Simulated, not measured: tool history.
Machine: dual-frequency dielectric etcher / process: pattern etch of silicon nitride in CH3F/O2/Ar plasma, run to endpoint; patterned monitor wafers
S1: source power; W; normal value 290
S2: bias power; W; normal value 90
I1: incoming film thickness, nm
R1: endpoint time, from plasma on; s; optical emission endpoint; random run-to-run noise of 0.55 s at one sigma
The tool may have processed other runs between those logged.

{"run": 1, "hour": 0.0, "S1": 290, "S2": 90, "I1": 40.02, "R1": 61.5}
{"run": 2, "hour": 15.8, "S1": 290, "S2": 90, "I1": 40.41, "R1": 62.7}
{"run": 3, "hour": 30.7, "S1": 290, "S2": 90, "I1": 40.32, "R1": 62}
{"run": 4, "hour": 43.0, "S1": 290, "S2": 90, "I1": 40.43, "R1": 62.3}
{"run": 5, "hour": 50.9, "S1": 290, "S2": 75, "I1": 40.72, "R1": 68.2}
{"run": 6, "hour": 64.9, "S1": 290, "S2": 75, "I1": 40.26, "R1": 67.1}
{"run": 7, "hour": 82.1, "S1": 290, "S2": 75, "I1": 40.54, "R1": 68}
{"run": 8, "hour": 99.8, "S1": 260, "S2": 90, "I1": 40.68, "R1": 65.4}
{"hour": 139.7, "done": "upper electrode replaced"}
{"run": 9, "hour": 140.2, "S1": 290, "S2": 90, "I1": 40.5, "R1": 63.6}
{"run": 10, "hour": 140.5, "S1": 290, "S2": 90, "I1": 40.58, "R1": 62.4}
{"run": 11, "hour": 140.9, "S1": 290, "S2": 90, "I1": 40.63, "R1": 63.3}
{"run": 12, "hour": 150.8, "S1": 290, "S2": 90, "I1": 40.65, "R1": 62.8}
{"run": 13, "hour": 167.0, "S1": 290, "S2": 90, "I1": 40.51, "R1": 63.1}
{"run": 14, "hour": 175.2, "S1": 290, "S2": 90, "I1": 40.16, "R1": 61.6}
{"hour": 217.4, "done": "source power generator calibrated"}
{"run": 15, "hour": 222.9, "S1": 290, "S2": 74, "I1": 40.17, "R1": 67.2}
{"run": 16, "hour": 240.2, "S1": 340, "S2": 109, "I1": 40.71, "R1": 55.7}
{"run": 17, "hour": 281.8, "S1": 250, "S2": 79, "I1": 40.25, "R1": 70.1}
{"run": 18, "hour": 290.2, "S1": 270, "S2": 107, "I1": 40.75, "R1": 61.1}
{"run": 19, "hour": 300.6, "S1": 290, "S2": 75, "I1": 40.37, "R1": 67.9}
{"hour": 326.1, "done": "wet clean of the chamber"}
{"hour": 327.1, "done": "bias power generator calibrated"}
{"run": 20, "hour": 327.6, "S1": 290, "S2": 96, "I1": 40.92, "R1": 61.4}
{"run": 21, "hour": 328.0, "S1": 320, "S2": 108, "I1": 40.29, "R1": 56.6}
{"run": 22, "hour": 340.4, "S1": 290, "S2": 90, "I1": 41, "R1": 64.3}
{"run": 23, "hour": 353.8, "S1": 250, "S2": 79, "I1": 40.93, "R1": 70}
{"run": 24, "hour": 362.0, "S1": 310, "S2": 75, "I1": 40.7, "R1": 65.4}
{"run": 25, "hour": 373.8, "S1": 360, "S2": 112, "I1": 40.84, "R1": 53.5}
{"run": 26, "hour": 390.0, "S1": 240, "S2": 84, "I1": 40.49, "R1": 68.9}
{"run": 27, "hour": 396.4, "S1": 260, "S2": 98, "I1": 40.39, "R1": 62.6}
{"run": 28, "hour": 406.8, "S1": 270, "S2": 110, "I1": 40.65, "R1": 58.7}
{"run": 29, "hour": 421.1, "S1": 290, "S2": 90, "I1": 40.6, "R1": 63.1}

Branching from run 29: 5 alternative next runs. What would each branch give?
{"run": "A", "hour": 421.5, "S1": 240, "S2": 90, "I1": 40.36, "R1": "?"}
{"run": "B", "hour": 421.5, "S1": 330, "S2": 105, "I1": 40.36, "R1": "?"}
{"run": "C", "hour": 421.5, "S1": 290, "S2": 69, "I1": 40.36, "R1": "?"}
{"run": "D", "hour": 421.5, "S1": 220, "S2": 83, "I1": 40.36, "R1": "?"}
{"run": "E", "hour": 421.5, "S1": 330, "S2": 102, "I1": 40.36, "R1": "?"}

run=A R1=67.8
run=B R1=56.7
run=C R1=70.4
run=D R1=72.4
run=E R1=57.3
With no hidden state in the tool, these same runs would have given:
run=A R1=67.8
run=B R1=56.7
run=C R1=70.4
run=D R1=72.4
run=E R1=57.3
